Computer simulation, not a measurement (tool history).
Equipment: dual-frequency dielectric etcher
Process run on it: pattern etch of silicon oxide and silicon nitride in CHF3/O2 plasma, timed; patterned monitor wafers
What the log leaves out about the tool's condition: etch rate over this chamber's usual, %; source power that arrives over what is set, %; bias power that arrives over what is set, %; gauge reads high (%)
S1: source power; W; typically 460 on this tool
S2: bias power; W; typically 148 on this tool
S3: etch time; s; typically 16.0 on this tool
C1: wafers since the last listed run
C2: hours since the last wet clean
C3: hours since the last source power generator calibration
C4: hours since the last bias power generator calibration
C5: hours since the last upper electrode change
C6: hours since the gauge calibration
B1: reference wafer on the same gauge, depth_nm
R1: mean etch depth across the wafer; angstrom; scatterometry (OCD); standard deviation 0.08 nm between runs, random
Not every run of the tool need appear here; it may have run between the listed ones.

{"run": 1, "hour": 0.0, "S1": 460, "S2": 148, "S3": 16.0, "C1": 0, "C2": 174.7, "C3": 2952.3, "C4": 3480.9, "C5": 2057.1, "C6": 463.5, "B1": 19.09, "R1": 210.5}
{"run": 2, "hour": 50.6, "S1": 460, "S2": 148, "S3": 16.0, "C1": 803, "C2": 225.3, "C3": 3002.9, "C4": 3531.5, "C5": 2107.7, "C6": 514.1, "B1": 19.11, "R1": 209.6}
{"run": 3, "hour": 88.4, "S1": 460, "S2": 148, "S3": 16.0, "C1": 600, "C2": 263.1, "C3": 3040.7, "C4": 3569.3, "C5": 2145.5, "C6": 551.9, "B1": 19.1, "R1": 208.9}
{"run": 4, "hour": 135.4, "S1": 460, "S2": 148, "S3": 16.0, "C1": 746, "C2": 310.1, "C3": 3087.7, "C4": 3616.3, "C5": 2192.5, "C6": 598.9, "B1": 19.12, "R1": 207.0}
{"run": 5, "hour": 180.1, "S1": 460, "S2": 148, "S3": 16.0, "C1": 709, "C2": 354.8, "C3": 3132.4, "C4": 3661.0, "C5": 2237.2, "C6": 643.6, "B1": 19.1, "R1": 206.0}
{"hour": 243.0, "done": "wet clean of the chamber"}
{"run": 6, "hour": 243.5, "S1": 400, "S2": 148, "S3": 16.0, "C1": 625, "C2": 0.5, "C3": 3195.8, "C4": 3724.4, "C5": 2300.6, "C6": 707.0, "B1": 19.12, "R1": 199.2}
{"run": 7, "hour": 319.1, "S1": 400, "S2": 148, "S3": 16.0, "C1": 1200, "C2": 76.1, "C3": 3271.4, "C4": 3800.0, "C5": 2376.2, "C6": 782.6, "B1": 19.1, "R1": 197.9}
{"run": 8, "hour": 371.3, "S1": 400, "S2": 148, "S3": 16.0, "C1": 828, "C2": 128.3, "C3": 3323.6, "C4": 3852.2, "C5": 2428.4, "C6": 834.8, "B1": 19.13, "R1": 195.4}
{"run": 9, "hour": 413.8, "S1": 460, "S2": 176, "S3": 16.0, "C1": 674, "C2": 170.8, "C3": 3366.1, "C4": 3894.7, "C5": 2470.9, "C6": 877.3, "B1": 19.08, "R1": 220.7}
{"run": 10, "hour": 484.1, "S1": 460, "S2": 176, "S3": 16.0, "C1": 1116, "C2": 241.1, "C3": 3436.4, "C4": 3965.0, "C5": 2541.2, "C6": 947.6, "B1": 19.08, "R1": 219.0}
{"run": 11, "hour": 555.1, "S1": 460, "S2": 148, "S3": 16.0, "C1": 1127, "C2": 312.1, "C3": 3507.4, "C4": 4036.0, "C5": 2612.2, "C6": 1018.6, "B1": 19.1, "R1": 206.9}
{"run": 12, "hour": 607.4, "S1": 460, "S2": 148, "S3": 16.0, "C1": 830, "C2": 364.4, "C3": 3559.7, "C4": 4088.3, "C5": 2664.5, "C6": 1070.9, "B1": 19.1, "R1": 205.2}
{"hour": 664.5, "done": "wet clean of the chamber"}
{"run": 13, "hour": 665.0, "S1": 460, "S2": 148, "S3": 16.0, "C1": 533, "C2": 0.5, "C3": 3617.3, "C4": 4145.9, "C5": 2722.1, "C6": 1128.5, "B1": 19.12, "R1": 214.2}
{"run": 14, "hour": 788.2, "S1": 390, "S2": 165, "S3": 20.5, "C1": 1956, "C2": 123.7, "C3": 3740.5, "C4": 4269.1, "C5": 2845.3, "C6": 1251.7, "B1": 19.08, "R1": 258.3}
{"hour": 845.5, "done": "upper electrode replaced, of another model than before"}
{"run": 15, "hour": 846.0, "S1": 460, "S2": 159, "S3": 19.0, "C1": 536, "C2": 181.5, "C3": 3798.3, "C4": 4326.9, "C5": 0.5, "C6": 1309.5, "B1": 19.1, "R1": 260.3}
{"run": 16, "hour": 885.6, "S1": 460, "S2": 148, "S3": 16.0, "C1": 628, "C2": 221.1, "C3": 3837.9, "C4": 4366.5, "C5": 40.1, "C6": 1349.1, "B1": 19.11, "R1": 208.4}
{"hour": 938.2, "done": "source power generator calibrated"}
{"run": 17, "hour": 1015.2, "S1": 380, "S2": 148, "S3": 17.5, "C1": 1994, "C2": 350.7, "C3": 77.0, "C4": 4496.1, "C5": 169.7, "C6": 1478.7, "B1": 19.12, "R1": 198.0}
{"hour": 1088.2, "done": "wet clean of the chamber"}
{"run": 18, "hour": 1088.7, "S1": 460, "S2": 148, "S3": 16.0, "C1": 785, "C2": 0.5, "C3": 150.5, "C4": 4569.6, "C5": 243.2, "C6": 1552.2, "B1": 19.11, "R1": 214.0}

The next listed run, before its measurement:
{"run": 19, "hour": 1096.5, "S1": 500, "S2": 184, "S3": 18.0, "C1": 123, "C2": 8.3, "C3": 158.3, "C4": 4577.4, "C5": 251.0, "C6": 1560.0, "B1": "?", "R1": "?"}

Run 19 yielded B1 19.08, R1 282.0 angstrom.
The same run, on a tool lacking any hidden state, would have yielded R1 281.8 angstrom.
